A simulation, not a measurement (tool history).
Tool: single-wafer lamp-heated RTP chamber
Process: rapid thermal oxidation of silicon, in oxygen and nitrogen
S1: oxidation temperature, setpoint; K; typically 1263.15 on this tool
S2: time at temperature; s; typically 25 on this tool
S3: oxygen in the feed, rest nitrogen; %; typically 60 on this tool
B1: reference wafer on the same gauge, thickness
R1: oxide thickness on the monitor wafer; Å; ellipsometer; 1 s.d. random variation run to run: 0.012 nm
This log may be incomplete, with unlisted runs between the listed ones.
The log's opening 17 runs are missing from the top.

Run 18, hour 537.5: usual settings; B1 3.337. Result: R1 28.73 Å.
Run 19, hour 567.5: usual settings but S3 84 %; B1 3.337. Result: R1 31.95 Å.
Run 20, hour 594.4: usual settings but S2 16 s, S3 74 %; B1 3.345. Result: R1 26.57 Å.
Run 21, hour 621.4: usual settings; B1 3.339. Result: R1 29.35 Å.
Run 22, hour 642.1: usual settings; B1 3.331. Result: R1 29.49 Å.
Run 23, hour 659.9: usual settings but S1 1250.15 K, S2 21 s, S3 82 %; B1 3.338. Result: R1 28.40 Å.
Run 24, hour 677.7: usual settings but S1 1237.15 K, S3 73 %; B1 3.335. Result: R1 26.83 Å.
Run 25, hour 711.5: usual settings but S3 87 %; B1 3.344. Result: R1 33.62 Å.
At hour 721.3: pyrometer window cleaned and pyrometer calibrated.
Run 26, hour 731.3: usual settings; B1 3.339. Result: R1 28.58 Å.
Run 27, hour 748.2: usual settings but S1 1242.15 K, S2 20 s, S3 79 %; B1 3.335. Result: R1 25.43 Å.
Run 28, hour 781.3: usual settings but S2 31 s, S3 48 %; B1 3.342. Result: R1 29.40 Å.
Run 29, hour 809.2: usual settings but S1 1286.15 K, S2 17 s; B1 3.347. Result: R1 29.24 Å.
Run 30, hour 844.5: usual settings but S1 1289.15 K, S2 32 s; B1 3.340. Result: R1 38.11 Å.
Run 31, hour 871.5: usual settings but S1 1288.15 K, S2 18 s, S3 30 %; B1 3.333. Result: R1 25.32 Å.
Run 32, hour 892.9: usual settings; B1 3.336. Result: R1 30.09 Å.

Alternative continuations, all from the tool just after run 32; predict every row:
Run A, hour 893.3: usual settings but S3 77 %; B1 ?. Result: R1 ?.
Run B, hour 893.3: usual settings but S1 1242.15 K, S2 35 s; B1 ?. Result: R1 ?.
Run C, hour 893.3: usual settings but S2 34 s; B1 ?. Result: R1 ?.
Run D, hour 893.3: usual settings but S1 1292.15 K, S2 20 s, S3 72 %; B1 ?. Result: R1 ?.
Run E, hour 893.3: usual settings but S2 30 s, S3 40 %; B1 ?. Result: R1 ?.

run     B1     R1
  A  3.343  31.68
  B  3.343  29.26
  C  3.343  33.02
  D  3.343  34.38
  E  3.343  28.12
Stripped of hidden state, with their random variation kept, the same runs would have yielded:
run     R1
  A  30.31
  B  28.09
  C  31.58
  D  32.87
  E  27.08
